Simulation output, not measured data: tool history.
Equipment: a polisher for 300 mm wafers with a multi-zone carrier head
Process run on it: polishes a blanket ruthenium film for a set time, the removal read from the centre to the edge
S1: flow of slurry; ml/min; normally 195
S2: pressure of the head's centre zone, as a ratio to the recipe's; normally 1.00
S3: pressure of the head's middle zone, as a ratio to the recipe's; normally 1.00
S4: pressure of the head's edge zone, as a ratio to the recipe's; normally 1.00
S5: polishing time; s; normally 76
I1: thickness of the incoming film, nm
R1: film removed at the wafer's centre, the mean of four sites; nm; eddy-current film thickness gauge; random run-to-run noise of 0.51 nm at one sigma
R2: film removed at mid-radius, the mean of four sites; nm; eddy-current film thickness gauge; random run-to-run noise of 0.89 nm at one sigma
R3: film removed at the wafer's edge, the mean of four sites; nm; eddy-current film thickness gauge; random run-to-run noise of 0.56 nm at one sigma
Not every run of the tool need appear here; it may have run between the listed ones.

run,hour,S1,S2,S3,S4,S5,I1,R1,R2,R3
1,0.0,195,1.00,1.00,1.00,76,519.7,69.5,72.4,73.6
2,30.6,195,1.00,1.00,1.00,76,521.5,69.5,73.3,73.2
# hour 48.5: worn pad replaced by a new one
3,66.3,195,1.00,1.00,1.00,76,520.5,71.2,72.7,74.6
4,79.1,195,1.00,1.05,1.00,76,516.0,71.2,77.7,75.0
5,114.3,195,1.00,1.05,1.00,76,518.0,70.1,74.5,74.3
6,135.7,195,1.00,1.00,1.00,76,516.2,69.3,73.3,74.0
7,162.2,195,1.00,1.00,1.00,76,519.1,68.9,71.4,72.5
# hour 172.0: slurry nozzle cleaned
# hour 191.2: worn pad replaced by a new one
8,191.7,195,1.00,1.00,1.00,76,517.9,71.7,73.3,75.1
9,211.4,175,1.00,1.00,1.00,76,523.3,69.2,70.6,74.0
# hour 233.7: edge zone pressure recalibrated
10,246.2,250,1.00,1.00,0.95,76,515.1,73.3,73.2,74.4
11,276.2,170,1.00,0.97,0.94,99,526.5,86.6,90.8,92.0
12,298.8,195,1.00,1.00,1.00,76,514.0,68.2,70.6,72.8
# hour 316.1: worn pad replaced by a new one
13,324.8,170,1.00,1.00,0.96,86,522.3,77.2,80.9,82.4
# hour 332.3: centre zone pressure recalibrated
14,358.7,225,1.12,0.94,0.91,76,527.9,80.1,70.0,73.7
15,385.8,250,1.12,1.00,1.00,52,527.3,55.5,50.5,51.5
# hour 400.8: carrier head's membrane replaced by a new one
16,401.3,195,1.00,1.00,1.00,76,515.8,69.5,70.6,73.5
17,434.5,195,1.00,1.00,1.04,76,519.4,68.3,71.1,72.5
# hour 455.0: worn pad replaced by a new one
18,462.1,195,1.00,1.00,1.00,76,510.0,70.8,73.9,75.0
19,486.3,165,1.11,1.00,1.00,76,512.2,75.7,70.5,74.1
20,516.9,195,1.00,1.00,0.91,76,526.8,69.8,71.9,71.3
21,539.3,235,1.03,1.00,0.97,76,512.1,73.8,75.5,74.1
22,558.2,195,1.10,1.07,1.00,76,516.1,76.2,76.2,72.9
23,591.3,225,0.91,1.00,1.00,76,526.7,63.2,73.0,72.4

Below are 3 alternative next runs, each starting from the tool's condition after run 23. Predict each:
A,591.7,195,1.00,1.07,1.00,76,528.1,?,?,?
B,591.7,140,1.10,1.00,1.00,55,528.1,?,?,?
C,591.7,195,1.00,1.00,1.06,76,528.1,?,?,?

run,R1,R2,R3
A,67.6,71.8,71.7
B,49.5,46.0,49.5
C,67.6,67.9,73.2
Take away the tool's hidden state, keep each run's random variation, and the runs would have read:
run,R1,R2,R3
A,71.2,75.6,75.5
B,52.1,48.4,52.1
C,71.1,71.5,77.0
